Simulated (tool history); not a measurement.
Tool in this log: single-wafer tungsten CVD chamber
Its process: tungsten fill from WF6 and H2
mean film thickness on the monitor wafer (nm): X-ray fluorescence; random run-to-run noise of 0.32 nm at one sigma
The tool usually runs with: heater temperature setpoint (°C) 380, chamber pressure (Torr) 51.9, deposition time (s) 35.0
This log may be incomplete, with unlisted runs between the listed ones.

| run | hour | heater temperature setpoint (°C) | chamber pressure (Torr) | deposition time (s) | read-back reference wafer on the same gauge, thickness_nm | mean film thickness on the monitor wafer (nm) |
|---|---|---|---|---|---|---|
| 1 | 0.0 | 380 | 51.9 | 35.0 | 92.010 | 87.007 |
| 2 | 35.7 | 380 | 51.9 | 35.0 | 91.974 | 87.259 |
| 3 | 62.5 | 380 | 51.9 | 35.0 | 92.064 | 87.003 |
| 4 | 79.3 | 389 | 51.9 | 35.0 | 92.150 | 106.512 |
| 5 | 107.9 | 389 | 51.9 | 35.0 | 92.207 | 106.254 |
|  | 114.0 | gauge calibrated |
| 6 | 142.0 | 389 | 51.9 | 35.0 | 91.100 | 105.478 |
| 7 | 171.5 | 380 | 44.5 | 35.0 | 91.364 | 81.860 |
| 8 | 206.1 | 380 | 44.5 | 35.0 | 91.467 | 81.988 |
| 9 | 226.1 | 370 | 51.9 | 35.0 | 91.538 | 69.499 |
| 10 | 250.8 | 370 | 51.9 | 35.0 | 91.864 | 69.466 |
|  | 271.1 | thermocouple changed; heater temperature recalibrated |
| 11 | 271.6 | 370 | 51.9 | 35.0 | 91.819 | 69.104 |
| 12 | 291.4 | 380 | 51.9 | 35.0 | 91.822 | 87.915 |
| 13 | 317.8 | 380 | 51.9 | 35.0 | 91.866 | 88.186 |
| 14 | 335.4 | 368 | 62.3 | 41.4 | 92.071 | 84.681 |
| 15 | 349.0 | 368 | 62.3 | 41.4 | 92.009 | 84.156 |
| 16 | 380.7 | 380 | 59.1 | 35.0 | 91.990 | 92.092 |
|  | 394.0 | showerhead replaced |
| 17 | 411.1 | 367 | 58.7 | 32.5 | 92.162 | 62.875 |
|  | 424.8 | gauge calibrated |
| 18 | 427.0 | 372 | 51.9 | 29.5 | 90.854 | 60.500 |
| 19 | 447.5 | 380 | 62.8 | 35.0 | 91.120 | 93.003 |
|  | 473.8 | capacitance manometer re-zeroed and calibrated |
| 20 | 477.2 | 370 | 48.5 | 33.1 | 91.346 | 63.591 |
| 21 | 494.6 | 389 | 59.2 | 39.9 | 91.421 | 127.427 |
| 22 | 573.4 | 391 | 61.5 | 41.8 | 91.790 | 141.700 |
| 23 | 595.2 | 380 | 51.9 | 39.5 | 91.834 | 98.951 |
| 24 | 607.2 | 380 | 51.9 | 35.0 | 91.934 | 87.411 |
| 25 | 625.5 | 380 | 51.9 | 38.5 | 91.914 | 95.956 |

Pick out some run-to-run changes in mean film thickness on the monitor wafer (nm). Of each, how much would a tool without hidden state show as well, from the settings, what came in and chance, and how much is left for the hidden state and any gauge scatter not in both results compared?
Unlogged tool condition in this case: wafer temperature above the value expected at the setpoint (K); true pressure above the setpoint (%); gauge reads high (%).
Run 5 -> 6: gauge calibrated. mean film thickness on the monitor wafer (nm) -0.776: hidden state -1.098, all else +0.322.
Run 17 -> 18: heater temperature setpoint (°C) 367 -> 372, chamber pressure (Torr) 58.7 -> 51.9, deposition time (s) 32.5 -> 29.5, gauge calibrated. mean film thickness on the monitor wafer (nm) -2.375: hidden state -0.811, all else -1.564.
Run 20 -> 21: heater temperature setpoint (°C) 370 -> 389, chamber pressure (Torr) 48.5 -> 59.2, deposition time (s) 33.1 -> 39.9. mean film thickness on the monitor wafer (nm) +63.836: hidden state +0.535, all else +63.301.
Run 22 -> 23: heater temperature setpoint (°C) 391 -> 380, chamber pressure (Torr) 61.5 -> 51.9, deposition time (s) 41.8 -> 39.5. mean film thickness on the monitor wafer (nm) -42.749: hidden state -0.402, all else -42.347.
